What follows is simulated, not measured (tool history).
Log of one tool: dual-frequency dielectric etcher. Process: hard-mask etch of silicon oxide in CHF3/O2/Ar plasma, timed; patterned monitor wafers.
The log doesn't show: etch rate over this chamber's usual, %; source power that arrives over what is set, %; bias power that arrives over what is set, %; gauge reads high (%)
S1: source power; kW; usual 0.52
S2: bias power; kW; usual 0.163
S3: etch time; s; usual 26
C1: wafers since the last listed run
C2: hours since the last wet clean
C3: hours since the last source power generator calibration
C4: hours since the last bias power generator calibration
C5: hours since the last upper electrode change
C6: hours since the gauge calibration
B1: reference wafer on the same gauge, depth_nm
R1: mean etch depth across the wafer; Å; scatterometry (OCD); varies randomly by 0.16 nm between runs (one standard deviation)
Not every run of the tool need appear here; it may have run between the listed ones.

{"run": 1, "hour": 0.0, "S1": 0.61, "S2": 0.163, "S3": 26, "C1": 0, "C2": 546.2, "C3": 3580.9, "C4": 954.8, "C5": 2435.4, "C6": 955.2, "B1": 51.74, "R1": 499.1}
{"hour": 12.9, "done": "wet clean of the chamber"}
{"run": 2, "hour": 43.0, "S1": 0.52, "S2": 0.163, "S3": 26, "C1": 581, "C2": 30.1, "C3": 3623.9, "C4": 997.8, "C5": 2478.4, "C6": 998.2, "B1": 51.71, "R1": 477.8}
{"run": 3, "hour": 88.4, "S1": 0.52, "S2": 0.163, "S3": 26, "C1": 876, "C2": 75.5, "C3": 3669.3, "C4": 1043.2, "C5": 2523.8, "C6": 1043.6, "B1": 51.7, "R1": 475.9}
{"run": 4, "hour": 166.8, "S1": 0.52, "S2": 0.163, "S3": 26, "C1": 1513, "C2": 153.9, "C3": 3747.7, "C4": 1121.6, "C5": 2602.2, "C6": 1122, "B1": 51.68, "R1": 471.7}
{"run": 5, "hour": 219.7, "S1": 0.52, "S2": 0.163, "S3": 26, "C1": 1021, "C2": 206.8, "C3": 3800.6, "C4": 1174.5, "C5": 2655.1, "C6": 1174.9, "B1": 51.73, "R1": 470.6}
{"run": 6, "hour": 317.8, "S1": 0.52, "S2": 0.163, "S3": 26, "C1": 1893, "C2": 304.9, "C3": 3898.7, "C4": 1272.6, "C5": 2753.2, "C6": 1273, "B1": 51.71, "R1": 468.7}
{"run": 7, "hour": 396.8, "S1": 0.52, "S2": 0.163, "S3": 26, "C1": 1525, "C2": 383.9, "C3": 3977.7, "C4": 1351.6, "C5": 2832.2, "C6": 1352, "B1": 51.7, "R1": 465.2}
{"hour": 450.3, "done": "wet clean of the chamber"}
{"run": 8, "hour": 492.2, "S1": 0.52, "S2": 0.163, "S3": 26, "C1": 1378, "C2": 41.9, "C3": 4073.1, "C4": 1447, "C5": 2927.6, "C6": 1447.4, "B1": 51.73, "R1": 476.3}
{"run": 9, "hour": 582.3, "S1": 0.52, "S2": 0.163, "S3": 26, "C1": 1739, "C2": 132, "C3": 4163.2, "C4": 1537.1, "C5": 3017.7, "C6": 1537.5, "B1": 51.73, "R1": 473.5}
{"run": 10, "hour": 625.1, "S1": 0.52, "S2": 0.163, "S3": 26, "C1": 826, "C2": 174.8, "C3": 4206, "C4": 1579.9, "C5": 3060.5, "C6": 1580.3, "B1": 51.66, "R1": 472.5}
{"hour": 679.6, "done": "upper electrode replaced"}
{"run": 11, "hour": 688.3, "S1": 0.52, "S2": 0.163, "S3": 26, "C1": 756, "C2": 238, "C3": 4269.2, "C4": 1643.1, "C5": 8.7, "C6": 1643.5, "B1": 51.74, "R1": 470.6}
{"run": 12, "hour": 749.6, "S1": 0.52, "S2": 0.163, "S3": 26, "C1": 1183, "C2": 299.3, "C3": 4330.5, "C4": 1704.4, "C5": 70, "C6": 1704.8, "B1": 51.67, "R1": 468.4}
{"run": 13, "hour": 827.1, "S1": 0.41, "S2": 0.163, "S3": 26, "C1": 1496, "C2": 376.8, "C3": 4408, "C4": 1781.9, "C5": 147.5, "C6": 1782.3, "B1": 51.66, "R1": 415.7}
{"hour": 889.3, "done": "source power generator calibrated"}
{"hour": 905.6, "done": "wet clean of the chamber"}
{"run": 14, "hour": 907.0, "S1": 0.59, "S2": 0.163, "S3": 26, "C1": 1151, "C2": 1.4, "C3": 17.7, "C4": 1861.8, "C5": 227.4, "C6": 1862.2, "B1": 51.78, "R1": 514.7}
{"hour": 929.0, "done": "bias power generator calibrated"}
{"run": 15, "hour": 966.6, "S1": 0.57, "S2": 0.147, "S3": 30.5, "C1": 1073, "C2": 61, "C3": 77.3, "C4": 37.6, "C5": 287, "C6": 1921.8, "B1": 51.7, "R1": 554.6}
{"run": 16, "hour": 1070.4, "S1": 0.43, "S2": 0.194, "S3": 28.5, "C1": 2003, "C2": 164.8, "C3": 181.1, "C4": 141.4, "C5": 390.8, "C6": 2025.6, "B1": 51.73, "R1": 508.8}
{"run": 17, "hour": 1126.0, "S1": 0.42, "S2": 0.163, "S3": 23, "C1": 1073, "C2": 220.4, "C3": 236.7, "C4": 197, "C5": 446.4, "C6": 2081.2, "B1": 51.7, "R1": 373.4}
{"run": 18, "hour": 1188.2, "S1": 0.52, "S2": 0.163, "S3": 26, "C1": 1200, "C2": 282.6, "C3": 298.9, "C4": 259.2, "C5": 508.6, "C6": 2143.4, "B1": 51.72, "R1": 468.7}
{"hour": 1223.2, "done": "gauge calibrated"}
{"run": 19, "hour": 1241.3, "S1": 0.52, "S2": 0.163, "S3": 26, "C1": 1025, "C2": 335.7, "C3": 352, "C4": 312.3, "C5": 561.7, "C6": 18.1, "B1": 51.7, "R1": 461.8}

Estimate the outcome of run 20 from the log above:
{"run": 20, "hour": 1336.2, "S1": 0.52, "S2": 0.183, "S3": 26, "C1": 1832, "C2": 430.6, "C3": 446.9, "C4": 407.2, "C5": 656.6, "C6": 113, "B1": "?", "R1": "?"}

B1: 51.75
R1: 486.5 Å
The same run, on a tool lacking any hidden state, would have yielded R1 497.4 Å.
